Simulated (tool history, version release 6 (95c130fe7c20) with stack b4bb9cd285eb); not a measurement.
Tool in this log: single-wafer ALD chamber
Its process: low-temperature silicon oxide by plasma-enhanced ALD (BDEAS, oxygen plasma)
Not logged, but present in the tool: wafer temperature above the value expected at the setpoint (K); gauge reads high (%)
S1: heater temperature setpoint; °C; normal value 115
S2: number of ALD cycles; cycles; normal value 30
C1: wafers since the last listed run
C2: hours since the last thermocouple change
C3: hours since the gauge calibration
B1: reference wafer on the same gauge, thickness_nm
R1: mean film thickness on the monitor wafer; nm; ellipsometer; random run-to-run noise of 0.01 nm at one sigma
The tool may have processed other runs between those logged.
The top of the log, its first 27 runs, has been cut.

run 28 hour=479.2 | S1=115 S2=30 | C1=127 C2=91.1 C3=240.2 | B1=3.258 | R1=3.996
run 29 hour=489.9 | S1=122 S2=32 | C1=81 C2=101.8 C3=250.9 | B1=3.259 | R1=4.208
run 30 hour=507.3 | S1=125 S2=30 | C1=133 C2=119.2 C3=268.3 | B1=3.256 | R1=3.93
run 31 hour=513.9 | S1=123 S2=30 | C1=50 C2=125.8 C3=274.9 | B1=3.257 | R1=3.915
run 32 hour=525.7 | S1=103 S2=30 | C1=90 C2=137.6 C3=286.7 | B1=3.249 | R1=4.103
run 33 hour=539.3 | S1=115 S2=30 | C1=104 C2=151.2 C3=300.3 | B1=3.253 | R1=3.984
run 34 hour=547.4 | S1=119 S2=32 | C1=62 C2=159.3 C3=308.4 | B1=3.252 | R1=4.212
run 35 hour=559 | S1=119 S2=35 | C1=88 C2=170.9 C3=320 | B1=3.25 | R1=4.619
run 36 hour=571 | S1=127 S2=30 | C1=91 C2=182.9 C3=332 | B1=3.248 | R1=3.908
run 37 hour=588.9 | S1=111 S2=35 | C1=137 C2=200.8 C3=349.9 | B1=3.25 | R1=4.692
run 38 hour=604.5 | S1=123 S2=33 | C1=119 C2=216.4 C3=365.5 | B1=3.243 | R1=4.317
run 39 hour=628.8 | S1=115 S2=30 | C1=186 C2=240.7 C3=389.8 | B1=3.243 | R1=3.991
run 40 hour=638 | S1=125 S2=30 | C1=70 C2=249.9 C3=399 | B1=3.237 | R1=3.898

4 options for the next run, each taken on its own from the tool as it stands now. Forecast them:
run A hour=638.4 | S1=115 S2=30 | C1=3 C2=250.3 C3=399.4 | B1=? | R1=?
run B hour=638.4 | S1=126 S2=32 | C1=3 C2=250.3 C3=399.4 | B1=? | R1=?
run C hour=638.4 | S1=122 S2=30 | C1=3 C2=250.3 C3=399.4 | B1=? | R1=?
run D hour=638.4 | S1=107 S2=25 | C1=3 C2=250.3 C3=399.4 | B1=? | R1=?

run=A B1=3.243 R1=3.988
run=B B1=3.243 R1=4.158
run=C B1=3.243 R1=3.931
run=D B1=3.243 R1=3.378
Without the tool's unlogged condition, the same runs would have read:
run=A R1=4.049
run=B R1=4.221
run=C R1=3.991
run=D R1=3.43
